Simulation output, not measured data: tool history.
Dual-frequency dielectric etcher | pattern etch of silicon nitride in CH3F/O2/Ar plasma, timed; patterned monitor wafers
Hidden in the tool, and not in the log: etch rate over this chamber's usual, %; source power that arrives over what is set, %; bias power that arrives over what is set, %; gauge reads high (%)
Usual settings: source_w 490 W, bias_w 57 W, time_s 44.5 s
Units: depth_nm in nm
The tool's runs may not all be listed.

run   hour  source_w  bias_w  time_s  wafers since the last listed run  hours since the last wet clean  hours since the last source power generator calibration  hours since the last bias power generator calibration  hours since the last upper electrode change  hours since the gauge calibration  read-back reference wafer on the same gauge, depth_nm  depth_nm
  1    0.0       490      57    44.5                                 0                           248.1                                                   3514.6                                                 1581.3                                       5186.3                              551.2                                                  24.09     29.43
  2   10.3       490      57    44.5                               182                           258.4                                                   3524.9                                                 1591.6                                       5196.6                              561.5                                                  24.10     29.27
  3   19.3       490      57    44.5                               159                           267.4                                                   3533.9                                                 1600.6                                       5205.6                              570.5                                                  24.08     29.33
  4   59.6       490      57    44.5                               714                           307.7                                                   3574.2                                                 1640.9                                       5245.9                              610.8                                                  24.11     29.28
  5   70.7       490      57    44.5                               196                           318.8                                                   3585.3                                                 1652.0                                       5257.0                              621.9                                                  24.04     29.15
  6   82.8       490      57    44.5                               214                           330.9                                                   3597.4                                                 1664.1                                       5269.1                              634.0                                                  24.11     29.19
      87.0  -- gauge calibrated
  7   94.3       490      57    44.5                               204                           342.4                                                   3608.9                                                 1675.6                                       5280.6                                7.3                                                  24.12     29.43
     125.1  -- upper electrode replaced
  8  125.6       490      57    44.5                               129                           373.7                                                   3640.2                                                 1706.9                                          0.5                               38.6                                                  24.10     28.91
  9  125.9       490      57    44.5                                 5                           374.0                                                   3640.5                                                 1707.2                                          0.8                               38.9                                                  24.11     28.93
 10  141.4       590      57    54.0                               274                           389.5                                                   3656.0                                                 1722.7                                         16.3                               54.4                                                  24.15     36.87
 11  149.8       420      44    44.5                               149                           397.9                                                   3664.4                                                 1731.1                                         24.7                               62.8                                                  24.13     26.34
 12  163.7       400      57    44.5                               246                           411.8                                                   3678.3                                                 1745.0                                         38.6                               76.7                                                  24.09     27.68
     189.9  -- wet clean of the chamber
 13  190.4       490      57    44.5                                47                             0.5                                                   3705.0                                                 1771.7                                         65.3                              103.4                                                  24.14     29.77
 14  190.7       540      57    37.5                                 5                             0.8                                                   3705.3                                                 1772.0                                         65.6                              103.7                                                  24.09     25.71
 15  207.9       380      50    44.5                               305                            18.0                                                   3722.5                                                 1789.2                                         82.8                              120.9                                                  24.11     27.19
     213.2  -- bias power generator calibrated
 16  221.8       490      53    44.5                               175                            31.9                                                   3736.4                                                    8.6                                         96.7                              134.8                                                  24.12     29.04
     241.9  -- source power generator calibrated
 17  242.4       530      53    37.5                               294                            52.5                                                      0.5                                                   29.2                                        117.3                              155.4                                                  24.12     24.90
 18  248.4       490      57    44.5                               106                            58.5                                                      6.5                                                   35.2                                        123.3                              161.4                                                  24.11     29.60
 19  258.1       450      57    33.5                               172                            68.2                                                     16.2                                                   44.9                                        133.0                              171.1                                                  24.11     21.63
 20  273.4       490      57    32.0                               271                            83.5                                                     31.5                                                   60.2                                        148.3                              186.4                                                  24.11     21.25
 21  280.7       380      51    44.5                               129                            90.8                                                     38.8                                                   67.5                                        155.6                              193.7                                                  24.10     27.18
 22  290.2       490      57    44.5                               168                           100.3                                                     48.3                                                   77.0                                        165.1                              203.2                                                  24.13     29.42
 23  298.9       570      57    44.5                               154                           109.0                                                     57.0                                                   85.7                                        173.8                              211.9                                                  24.12     30.49
 24  315.3       490      57    44.5                               290                           125.4                                                     73.4                                                  102.1                                        190.2                              228.3                                                  24.11     29.45
 25  327.1       570      63    41.0                               209                           137.2                                                     85.2                                                  113.9                                        202.0                              240.1                                                  24.16     28.87
 26  343.0       490      57    39.0                               282                           153.1                                                    101.1                                                  129.8                                        217.9                              256.0                                                  24.14     25.57
 27  352.6       600      48    31.0                               170                           162.7                                                    110.7                                                  139.4                                        227.5                              265.6                                                  24.11     20.75
 28  359.9       610      53    50.5                               129                           170.0                                                    118.0                                                  146.7                                        234.8                              272.9                                                  24.11     34.58
 29  412.9       490      57    44.5                               940                           223.0                                                    171.0                                                  199.7                                        287.8                              325.9                                                  24.07     28.90
 30  428.2       490      51    36.5                               271                           238.3                                                    186.3                                                  215.0                                        303.1                              341.2                                                  24.10     23.42
 31  438.2       380      50    44.5                               177                           248.3                                                    196.3                                                  225.0                                        313.1                              351.2                                                  24.11     26.55

Measured less the same run without the tool's hidden state. The same run-to-run variation is in both; the gauge's scatter may not be:
run  depth_nm
  1     -0.63
  2     -0.66
  3     -0.69
  4     -0.82
  5     -0.85
  6     -0.88
  7     -0.93
  8     -1.02
  9     -1.02
 10     -1.36
 11     -0.99
 12     -1.09
 13     -0.24
 14     -0.21
 15     -0.27
 16     -0.33
 17     -0.34
 18     -0.42
 19     -0.33
 20     -0.36
 21     -0.48
 22     -0.55
 23     -0.60
 24     -0.62
 25     -0.65
 26     -0.63
 27     -0.53
 28     -0.90
 29     -0.93
 30     -0.79
 31     -0.92
